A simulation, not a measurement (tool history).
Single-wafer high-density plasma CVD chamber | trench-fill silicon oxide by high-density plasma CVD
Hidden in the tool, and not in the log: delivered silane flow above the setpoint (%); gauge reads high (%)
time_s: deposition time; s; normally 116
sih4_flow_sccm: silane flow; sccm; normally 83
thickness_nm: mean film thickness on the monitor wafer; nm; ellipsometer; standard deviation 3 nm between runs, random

run,hour,time_s,sih4_flow_sccm,wafers since the last listed run,hours since the silane flow controller was replaced,hours since the gauge calibration,"read-back reference wafer on the same gauge, thickness_nm",thickness_nm
1,0.0,116,83,0,3696.0,189.3,1114.997,983.926
2,16.2,116,92,211,3712.2,205.5,1114.829,1060.727
3,26.9,116,92,139,3722.9,216.2,1116.133,1061.225
4,44.2,116,92,226,3740.2,233.5,1114.647,1068.585
5,56.3,116,83,158,3752.3,245.6,1114.407,981.771
6,64.5,116,83,107,3760.5,253.8,1115.168,984.434
7,82.8,116,83,239,3778.8,272.1,1114.696,975.289
8,98.3,127,79,202,3794.3,287.6,1114.651,1035.365
9,141.4,127,79,563,3837.4,330.7,1116.041,1040.853
10,152.2,127,79,141,3848.2,341.5,1115.283,1035.252
# hour 158.6: gauge calibrated
11,163.1,116,83,142,3859.1,4.5,1115.887,978.387
# hour 174.0: silane flow controller replaced
12,174.5,116,83,44,0.5,15.9,1114.393,979.970
13,181.0,116,83,85,7.0,22.4,1114.729,975.959
14,188.9,110,83,103,14.9,30.3,1113.908,931.799
15,196.5,97,83,99,22.5,37.9,1114.481,820.099
16,224.2,100,74,362,50.2,65.6,1115.253,777.146
17,232.4,116,83,107,58.4,73.8,1114.395,983.795
18,245.7,128,96,173,71.7,87.1,1114.382,1224.097
19,259.3,96,83,177,85.3,100.7,1115.799,811.900
20,274.4,116,68,197,100.4,115.8,1114.553,841.817
21,282.7,116,76,108,108.7,124.1,1114.471,922.669
22,290.8,130,75,105,116.8,132.2,1115.172,1022.397
23,308.3,139,78,228,134.3,149.7,1115.610,1118.953
24,315.4,116,83,92,141.4,156.8,1114.521,983.439
25,322.9,127,87,98,148.9,164.3,1113.919,1112.929
26,336.6,102,78,179,162.6,178.0,1114.806,824.531
27,347.7,125,98,145,173.7,189.1,1115.006,1206.516

Predict each of these 3 candidate next runs independently; none follows another, all start after run 27:
A,348.1,116,89,5,174.1,189.5,?,?
B,348.1,116,71,5,174.1,189.5,?,?
C,348.1,95,83,5,174.1,189.5,?,?

run,"read-back reference wafer on the same gauge, thickness_nm",thickness_nm
A,1115.002,1032.033
B,1115.002,868.859
C,1115.002,800.655
Had the tool no hidden state, the same runs would have come out as:
run,thickness_nm
A,1032.033
B,868.859
C,800.655
